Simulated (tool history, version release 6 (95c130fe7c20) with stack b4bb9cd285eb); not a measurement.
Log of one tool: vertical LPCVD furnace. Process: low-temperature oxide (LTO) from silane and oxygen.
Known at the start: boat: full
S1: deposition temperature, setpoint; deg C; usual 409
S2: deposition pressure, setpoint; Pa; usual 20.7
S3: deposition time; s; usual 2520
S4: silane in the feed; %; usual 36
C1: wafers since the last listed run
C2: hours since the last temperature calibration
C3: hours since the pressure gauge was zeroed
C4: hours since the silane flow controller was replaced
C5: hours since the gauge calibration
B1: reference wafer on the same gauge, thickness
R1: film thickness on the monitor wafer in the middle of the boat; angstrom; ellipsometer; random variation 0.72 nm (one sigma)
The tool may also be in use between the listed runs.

run,hour,S1,S2,S3,S4,C1,C2,C3,C4,C5,B1,R1
1,0,409,20.7,2520,36,0,1008.9,3491.4,6010.4,126.2,325.09,2691.3
2,106.5,409,20.7,2520,36,1074,1115.4,3597.9,6116.9,232.7,324.98,2708.3
3,227.3,409,20.7,2520,36,1218,1236.2,3718.7,6237.7,353.5,325.09,2689.2
4,299.8,409,20.7,2520,36,731,1308.7,3791.2,6310.2,426,324.97,2687.5
5,357.4,409,20.7,2520,36,581,1366.3,3848.8,6367.8,483.6,325.05,2688.7
6,431.8,409,20.7,2520,36,750,1440.7,3923.2,6442.2,558,324.95,2690.4
7,493.2,409,20.7,2520,36,619,1502.1,3984.6,6503.6,619.4,325,2695.6
8,539.5,409,20.7,2520,38,467,1548.4,4030.9,6549.9,665.7,324.92,2883.9
9,616.8,409,20.7,2520,36,779,1625.7,4108.2,6627.2,743,324.94,2688.3
10,843.7,409,20.7,2520,36,2289,1852.6,4335.1,6854.1,969.9,325.12,2694.6
11,898.3,400,20.7,2520,36,550,1907.2,4389.7,6908.7,1024.5,325.08,2432.8
# hour 951.4: pressure gauge zeroed
12,966.2,409,18.7,2790,34,442,1975.1,14.8,6976.6,1092.4,325.07,2541.4
13,1054.6,409,22,2520,36,891,2063.5,103.2,7065,1180.8,325.07,2912.2
# hour 1155.6: silane flow controller replaced
14,1156.1,417,20.7,2520,36,781,2165,204.7,0.5,1282.3,324.91,2995.9
15,1207.5,418,24,3210,32,518,2216.4,256.1,51.9,1333.7,325.09,3822.8
16,1244.5,418,24,3210,32,373,2253.4,293.1,88.9,1370.7,324.96,3820.8
17,1313.3,418,24,3210,32,694,2322.2,361.9,157.7,1439.5,324.93,3809.4
18,1364.1,404,20.7,2520,32,512,2373,412.7,208.5,1490.3,324.98,2208.8
# hour 1604.1: thermocouples replaced and temperature profile calibrated
19,1604.6,419,20.7,1710,34,2184,0.5,653.2,449,1730.8,324.99,1916.5
20,1822.7,404,20.7,2220,29,2200,218.6,871.3,667.1,1948.9,325.01,1683.2
21,1901.4,402,18,2520,36,794,297.3,950,745.8,2027.6,325.01,2197.9
22,1942.8,409,20.7,2520,36,417,338.7,991.4,787.2,2069,324.95,2728.3
23,1997,409,24,3120,36,546,392.9,1045.6,841.4,2123.2,324.92,3927.1
24,2054.2,409,24,1590,30,577,450.1,1102.8,898.6,2180.4,325.06,1563.3
25,2154.8,402,20.7,2970,36,1015,550.7,1203.4,999.2,2281,324.98,2976.6
26,2191.8,409,18.7,2520,40,373,587.7,1240.4,1036.2,2318,325.02,2805.7
27,2243.6,405,20.7,2520,36,522,639.5,1292.2,1088,2369.8,325.02,2611.3
28,2320.1,409,20.7,2520,36,771,716,1368.7,1164.5,2446.3,325.08,2723.8
29,2364.4,409,20.7,2520,36,446,760.3,1413,1208.8,2490.6,325.13,2724.6
30,2420.4,400,17.3,2520,31,565,816.3,1469,1264.8,2546.6,325.08,1683.2
31,2492.5,409,20.7,2520,43,727,888.4,1541.1,1336.9,2618.7,324.92,3363.4
32,2625.3,409,22,2520,36,1339,1021.2,1673.9,1469.7,2751.5,324.99,2906.6

Hidden state at the last listed run before each entry between runs and at the first one after, where it differs:
Between runs 11 and 12: pressure gauge zeroed (hour 951.4)
  true pressure minus gauge reading, mTorr: -3.41 -> -0.408
  measured less the result without the state, R1: -54.8 -> -7.4 angstrom
Between runs 13 and 14: silane flow controller replaced (hour 1155.6)
  true pressure minus gauge reading, mTorr: -0.466 -> -0.533
  measured less the result without the state, R1: -8.3 -> -10.3 angstrom
Between runs 18 and 19: thermocouples replaced and temperature profile calibrated (hour 1604.1)
  true pressure minus gauge reading, mTorr: -0.671 -> -0.83
  measured less the result without the state, R1: -9.6 -> -10.4 angstrom
